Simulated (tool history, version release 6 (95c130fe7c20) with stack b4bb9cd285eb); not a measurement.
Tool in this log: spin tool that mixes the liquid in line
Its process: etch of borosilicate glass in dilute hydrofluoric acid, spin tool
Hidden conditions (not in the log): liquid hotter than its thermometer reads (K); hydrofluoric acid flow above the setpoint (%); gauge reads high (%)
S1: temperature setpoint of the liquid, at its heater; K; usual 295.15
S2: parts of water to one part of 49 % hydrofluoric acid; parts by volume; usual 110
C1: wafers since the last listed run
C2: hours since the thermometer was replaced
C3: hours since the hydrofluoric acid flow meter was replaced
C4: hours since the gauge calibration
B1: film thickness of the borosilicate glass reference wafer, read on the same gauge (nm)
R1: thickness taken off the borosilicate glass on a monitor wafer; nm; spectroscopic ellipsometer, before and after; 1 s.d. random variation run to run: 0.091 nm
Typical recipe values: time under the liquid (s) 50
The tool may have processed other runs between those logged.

run 1 hour=0.0 | S1=295.15 S2=145 time_under_the_liquid_(s)=75 | C1=0 C2=1475.9 C3=1921.5 C4=607.9 | B1=119.97 | R1=18.48
run 2 hour=22.7 | S1=295.15 S2=110 time_under_the_liquid_(s)=50 | C1=299 C2=1498.6 C3=1944.2 C4=630.6 | B1=120.01 | R1=16.86
run 3 hour=57.3 | S1=295.15 S2=110 time_under_the_liquid_(s)=50 | C1=456 C2=1533.2 C3=1978.8 C4=665.2 | B1=120.03 | R1=16.99
run 4 hour=69.6 | S1=295.15 S2=110 time_under_the_liquid_(s)=50 | C1=162 C2=1545.5 C3=1991.1 C4=677.5 | B1=119.98 | R1=16.87
run 5 hour=166.2 | S1=295.15 S2=110 time_under_the_liquid_(s)=50 | C1=1275 C2=1642.1 C3=2087.7 C4=774.1 | B1=120.01 | R1=16.84
run 6 hour=191.3 | S1=295.15 S2=110 time_under_the_liquid_(s)=50 | C1=331 C2=1667.2 C3=2112.8 C4=799.2 | B1=119.97 | R1=17.00
run 7 hour=218.9 | S1=295.15 S2=110 time_under_the_liquid_(s)=50 | C1=364 C2=1694.8 C3=2140.4 C4=826.8 | B1=120.01 | R1=16.98
run 8 hour=241.2 | S1=295.15 S2=110 time_under_the_liquid_(s)=50 | C1=294 C2=1717.1 C3=2162.7 C4=849.1 | B1=119.98 | R1=16.96
run 9 hour=266.6 | S1=295.15 S2=110 time_under_the_liquid_(s)=50 | C1=335 C2=1742.5 C3=2188.1 C4=874.5 | B1=120.02 | R1=17.13
run 10 hour=295.1 | S1=295.15 S2=110 time_under_the_liquid_(s)=50 | C1=376 C2=1771.0 C3=2216.6 C4=903.0 | B1=119.98 | R1=17.11
run 11 hour=317.1 | S1=295.15 S2=130 time_under_the_liquid_(s)=25 | C1=290 C2=1793.0 C3=2238.6 C4=925.0 | B1=119.98 | R1=7.16
run 12 hour=335.5 | S1=295.15 S2=110 time_under_the_liquid_(s)=50 | C1=242 C2=1811.4 C3=2257.0 C4=943.4 | B1=120.00 | R1=17.06
run 13 hour=355.3 | S1=295.15 S2=110 time_under_the_liquid_(s)=50 | C1=261 C2=1831.2 C3=2276.8 C4=963.2 | B1=119.99 | R1=17.17
run 14 hour=378.2 | S1=295.15 S2=110 time_under_the_liquid_(s)=50 | C1=302 C2=1854.1 C3=2299.7 C4=986.1 | B1=120.02 | R1=17.35
-- hour=407.7 hydrofluoric acid flow meter replaced
run 15 hour=429.1 | S1=300.15 S2=140 time_under_the_liquid_(s)=65 | C1=658 C2=1905.0 C3=21.4 C4=1037.0 | B1=120.01 | R1=18.04
run 16 hour=446.9 | S1=290.65 S2=135 time_under_the_liquid_(s)=80 | C1=235 C2=1922.8 C3=39.2 C4=1054.8 | B1=119.99 | R1=15.85
-- hour=450.9 thermometer replaced
run 17 hour=462.5 | S1=296.65 S2=65 time_under_the_liquid_(s)=70 | C1=192 C2=11.6 C3=54.8 C4=1070.4 | B1=120.03 | R1=39.97
run 18 hour=475.3 | S1=295.15 S2=110 time_under_the_liquid_(s)=50 | C1=169 C2=24.4 C3=67.6 C4=1083.2 | B1=119.99 | R1=14.89
run 19 hour=498.4 | S1=295.15 S2=110 time_under_the_liquid_(s)=50 | C1=305 C2=47.5 C3=90.7 C4=1106.3 | B1=120.02 | R1=15.28
run 20 hour=528.4 | S1=295.15 S2=110 time_under_the_liquid_(s)=50 | C1=396 C2=77.5 C3=120.7 C4=1136.3 | B1=119.97 | R1=14.93
run 21 hour=557.3 | S1=292.15 S2=60 time_under_the_liquid_(s)=35 | C1=381 C2=106.4 C3=149.6 C4=1165.2 | B1=120.05 | R1=18.37
run 22 hour=583.2 | S1=293.15 S2=60 time_under_the_liquid_(s)=50 | C1=341 C2=132.3 C3=175.5 C4=1191.1 | B1=119.98 | R1=27.11
run 23 hour=598.0 | S1=295.15 S2=110 time_under_the_liquid_(s)=50 | C1=195 C2=147.1 C3=190.3 C4=1205.9 | B1=120.04 | R1=15.11
-- hour=624.4 gauge calibrated
run 24 hour=628.8 | S1=298.65 S2=110 time_under_the_liquid_(s)=50 | C1=406 C2=177.9 C3=221.1 C4=4.4 | B1=120.05 | R1=17.47
run 25 hour=663.3 | S1=295.15 S2=110 time_under_the_liquid_(s)=25 | C1=455 C2=212.4 C3=255.6 C4=38.9 | B1=120.06 | R1=7.53
run 26 hour=682.8 | S1=295.15 S2=110 time_under_the_liquid_(s)=50 | C1=257 C2=231.9 C3=275.1 C4=58.4 | B1=120.01 | R1=15.06
run 27 hour=709.3 | S1=295.15 S2=55 time_under_the_liquid_(s)=50 | C1=349 C2=258.4 C3=301.6 C4=84.9 | B1=120.00 | R1=32.96
run 28 hour=730.4 | S1=297.15 S2=110 time_under_the_liquid_(s)=30 | C1=278 C2=279.5 C3=322.7 C4=106.0 | B1=119.99 | R1=9.99
run 29 hour=756.0 | S1=292.65 S2=65 time_under_the_liquid_(s)=30 | C1=338 C2=305.1 C3=348.3 C4=131.6 | B1=120.07 | R1=14.82
run 30 hour=776.4 | S1=295.15 S2=70 time_under_the_liquid_(s)=50 | C1=269 C2=325.5 C3=368.7 C4=152.0 | B1=120.03 | R1=25.42
run 31 hour=812.1 | S1=295.15 S2=110 time_under_the_liquid_(s)=50 | C1=471 C2=361.2 C3=404.4 C4=187.7 | B1=119.97 | R1=15.41
run 32 hour=840.0 | S1=295.15 S2=110 time_under_the_liquid_(s)=50 | C1=368 C2=389.1 C3=432.3 C4=215.6 | B1=120.01 | R1=15.47
run 33 hour=861.5 | S1=295.15 S2=150 time_under_the_liquid_(s)=50 | C1=283 C2=410.6 C3=453.8 C4=237.1 | B1=120.03 | R1=10.86
run 34 hour=887.7 | S1=295.15 S2=110 time_under_the_liquid_(s)=60 | C1=345 C2=436.8 C3=480.0 C4=263.3 | B1=119.99 | R1=18.62

Consider 3 possible next runs. They are alternatives, not a sequence: every one starts from the tool as it was left by run 34. What does each give?
run A hour=888.1 | S1=295.15 S2=110 time_under_the_liquid_(s)=75 | C1=5 C2=437.2 C3=480.4 C4=263.7 | B1=? | R1=?
run B hour=888.1 | S1=297.65 S2=55 time_under_the_liquid_(s)=60 | C1=5 C2=437.2 C3=480.4 C4=263.7 | B1=? | R1=?
run C hour=888.1 | S1=300.15 S2=110 time_under_the_liquid_(s)=35 | C1=5 C2=437.2 C3=480.4 C4=263.7 | B1=? | R1=?

run=A B1=120.00 R1=23.05
run=B B1=120.00 R1=43.62
run=C B1=120.00 R1=13.09
Had the tool no hidden state, the same runs would have come out as:
run=A R1=22.35
run=B R1=42.35
run=C R1=12.68

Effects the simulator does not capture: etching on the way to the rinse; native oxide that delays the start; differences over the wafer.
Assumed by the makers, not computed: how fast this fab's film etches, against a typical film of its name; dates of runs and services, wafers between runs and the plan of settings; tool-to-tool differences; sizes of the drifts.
